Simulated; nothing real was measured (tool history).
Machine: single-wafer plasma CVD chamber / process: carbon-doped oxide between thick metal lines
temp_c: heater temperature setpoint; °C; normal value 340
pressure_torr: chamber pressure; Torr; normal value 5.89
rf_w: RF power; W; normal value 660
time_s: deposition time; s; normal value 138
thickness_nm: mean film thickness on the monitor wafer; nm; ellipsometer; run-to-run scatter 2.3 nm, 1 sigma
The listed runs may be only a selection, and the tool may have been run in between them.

run	hour	temp_c	pressure_torr	rf_w	time_s	read-back reference wafer on the same gauge, thickness_nm	thickness_nm
1	0	337	5.89	660	138	707.371	888.129
2	25.6	337	5.89	660	138	707.301	887.275
3	44.8	337	5.89	660	138	708.807	889.062
4	73.5	340	7.01	660	124	708.512	801.897
5	103.2	335	5.89	660	138	709.639	896.387
6	130.7	340	5.89	660	138	709.134	882.489
7	145.3	340	5.89	660	138	708.938	883.742
8	162.2	340	5.89	660	138	709.013	881.195
9	197.2	340	5.89	660	138	709.499	878.908
# hour 234.6: showerhead replaced
10	235.1	340	5.89	660	138	709.322	884.585
# hour 241.1: gauge calibrated
11	267.3	340	5.89	660	138	695.165	863.411
12	301	337	5.89	660	138	697.295	875.681
# hour 325.2: RF generator calibrated
13	325.7	340	5.14	660	138	698.902	850.746
# hour 374.4: capacitance manometer re-zeroed and calibrated
14	383.2	345	7.12	620	156	701.848	953.541
15	400.7	340	5.89	585	127	702.33	748.625
16	478	340	5.89	660	149	704.869	944.765
17	497.6	328	5.89	660	159	705.622	1052.278
# hour 525.8: thermocouple changed; heater temperature recalibrated
18	526.3	340	5.89	660	138	705.672	876.736
19	553.1	353	5.89	780	138	706.319	933.089
20	570.4	351	4.77	550	138	706.744	737.091
21	591.4	340	5.34	660	160	707.015	1002.363
22	617.8	335	5.89	660	124	707.428	802.962
23	689.6	340	4.54	710	163	708.396	1035.71
24	716.2	340	5.89	660	138	708.325	878.779
25	728.9	340	5.89	660	147	708.256	935.098
26	762.8	340	5.89	605	138	708.746	837.239
27	794.6	340	4.97	660	138	708.849	857.966
# hour 816.8: gauge calibrated
28	828.2	340	5.89	660	138	694.06	863.109
29	860.9	351	5.89	660	112	696.548	684.125

Selected run-to-run steps in thickness_nm, each split into two signed amounts: the part the tool would show with no hidden state at all (from settings, incoming material and random variation), and the remainder, which goes to the hidden state together with any gauge scatter not common to the measured and the hidden-state-free results:
Hidden conditions of the tool in this case: wafer temperature above the value expected at the setpoint (K); delivered RF power above the setpoint (%); true pressure above the setpoint (%); gauge reads high (%).
Run 10 -> 11: gauge calibrated. thickness_nm -21.174 nm: hidden state -17.9, all else -3.274.
Run 20 -> 21: temp_c 351 -> 340, pressure_torr 4.77 -> 5.34, rf_w 550 -> 660, time_s 138 -> 160. thickness_nm +265.272 nm: hidden state +5.591, all else +259.681.
Run 22 -> 23: temp_c 335 -> 340, pressure_torr 5.89 -> 4.54, rf_w 660 -> 710, time_s 124 -> 163. thickness_nm +232.748 nm: hidden state +5.822, all else +226.926.
Run 27 -> 28: pressure_torr 4.97 -> 5.89, gauge calibrated. thickness_nm +5.143 nm: hidden state -17.311, all else +22.454.
